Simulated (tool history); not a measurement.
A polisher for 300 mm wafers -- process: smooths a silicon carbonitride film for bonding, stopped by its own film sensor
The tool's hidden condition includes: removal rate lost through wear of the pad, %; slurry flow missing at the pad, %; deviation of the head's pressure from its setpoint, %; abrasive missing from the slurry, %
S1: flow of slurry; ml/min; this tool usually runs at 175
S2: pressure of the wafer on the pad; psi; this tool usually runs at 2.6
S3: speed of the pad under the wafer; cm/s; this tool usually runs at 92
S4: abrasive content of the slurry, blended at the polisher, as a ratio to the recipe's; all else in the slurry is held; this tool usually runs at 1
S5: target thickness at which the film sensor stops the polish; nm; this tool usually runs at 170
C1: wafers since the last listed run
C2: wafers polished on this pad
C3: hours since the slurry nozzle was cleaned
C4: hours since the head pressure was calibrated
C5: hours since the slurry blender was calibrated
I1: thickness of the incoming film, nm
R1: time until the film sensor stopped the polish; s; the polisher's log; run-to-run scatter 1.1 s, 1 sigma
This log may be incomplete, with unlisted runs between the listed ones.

run    hour   S1   S2   S3    S4   S5    C1    C2     C3     C4     C5     I1     R1
  1       0  175  2.6   92     1  170     0  4533  492.8    265  422.9  191.9   73.1
  2      56  175  2.6   92     1  170   606  5140  548.8    321  478.9  190.6   68.3
       61.5  -- worn pad replaced by a new one
       76.3  -- slurry blender recalibrated
  3     116  175  2.6   92     1  170   584   568  608.8    381   39.7  188.7     61
  4   178.9  175  2.6   92     1  170   681  1249  671.7  443.9  102.6  190.7   69.1
  5   218.2  125  2.6  102  0.85  170   425  1674    711  483.2  141.9  191.5   77.5
  6   285.8  175  2.6   78     1  170   731  2406  778.6  550.8  209.5  192.8   90.8
      310.9  -- slurry nozzle cleaned
  7   353.9  175  2.2   92  0.85  170   726  3133     43  618.9  277.6  189.8   92.5
  8   410.5  175  2.6  102   0.9  173   612  3745   99.6  675.5  334.2  189.9     60
      413.7  -- head pressure recalibrated
  9   446.5  175  3.3   92   0.7  170   368  4114  135.6   32.8  370.2  189.5   61.1
 10   471.2  175  2.6   92     1  170   267  4381  160.3   57.5  394.9  189.7   62.2
 11   534.6  175  2.3   76     1  172   686  5067  223.7  120.9  458.3  185.9   58.8
        539  -- slurry blender recalibrated
      577.2  -- worn pad replaced by a new one
 12   694.3  175  2.6   60     1  170  1664  1268  383.4  280.6  155.3  192.6  109.6
 13   731.1  175  2.6   92   1.2  170   398  1666  420.2  317.4  192.1  188.5   57.7
 14     923  175  2.6   92   0.8  174  2077  3744  612.1  509.3    384  191.6   72.2
 15   962.6  175    3   62     1  170   428  4172  651.7  548.9  423.6  191.1   88.6
 16   995.3  175  2.6   92     1  170   354  4526  684.4  581.6  456.3  190.6   74.8
      999.8  -- slurry blender recalibrated
     1019.1  -- head pressure recalibrated
 17  1044.7  175  2.6   92     1  170   491  5018  733.8   25.6   44.9  190.5     65
     1052.1  -- slurry nozzle cleaned
 18  1104.6  175  2.6   92     1  170   637  5656   52.5   85.5  104.8  190.5   64.7
       1139  -- worn pad replaced by a new one
 19  1157.1  175  2.9   92     1  170   525   196    105    138  157.3    190     58
 20  1193.7  175  2.6   92     1  170   396   592  141.6  174.6  193.9  190.5     67
 21  1239.4  175  2.6   92   1.3  170   494  1087  187.3  220.3  239.6  190.8   61.4
 22  1271.6  160  2.6   92     1  165   348  1436  219.5  252.5  271.8  188.5   79.2
 23  1329.7  135  2.6   92   1.1  165   629  2065  277.6  310.6  329.9  187.4   72.5
 24  1396.2  175  2.6   92     1  170   719  2785  344.1  377.1  396.4    188   62.3
 25  1454.3  175  3.3   92     1  172   629  3414  402.2  435.2  454.5  191.2   51.2
 26  1479.3  175  2.6   62     1  172   270  3684  427.2  460.2  479.5  190.7   87.3
     1495.9  -- slurry blender recalibrated
 27  1539.9  175  1.9   92     1  164   634  4319  487.8  520.8     44  190.2  123.7
 28  1594.6  195  2.6   64     1  164   592  4911  542.5  575.5   98.7  191.3  125.5
 29  1635.7  175  3.1   92     1  170   444  5356  583.6  616.6  139.8  188.9   55.3

Consider 5 possible next runs. They are alternatives, not a sequence: every one starts from the tool as it was left by run 29. What does each give?
  A  1636.1  175  2.6  114     1  170   4  5360  584  617  140.2  190.3   ?
  B  1636.1  175  2.8   92  1.25  170   4  5360  584  617  140.2  190.3   ?
  C  1636.1  140  2.6   92  1.25  170   4  5360  584  617  140.2  190.3   ?
  D  1636.1  235  2.2   68     1  174   4  5360  584  617  140.2  190.3   ?
  E  1636.1  175  2.6   92     1  173   4  5360  584  617  140.2  190.3   ?

run    R1
  A  62.1
  B  61.2
  C  68.1
  D  84.8
  E  62.5
What these runs would have given with no unlogged condition in the tool:
run    R1
  A  55.3
  B  54.6
  C  60.7
  D  75.5
  E  55.7

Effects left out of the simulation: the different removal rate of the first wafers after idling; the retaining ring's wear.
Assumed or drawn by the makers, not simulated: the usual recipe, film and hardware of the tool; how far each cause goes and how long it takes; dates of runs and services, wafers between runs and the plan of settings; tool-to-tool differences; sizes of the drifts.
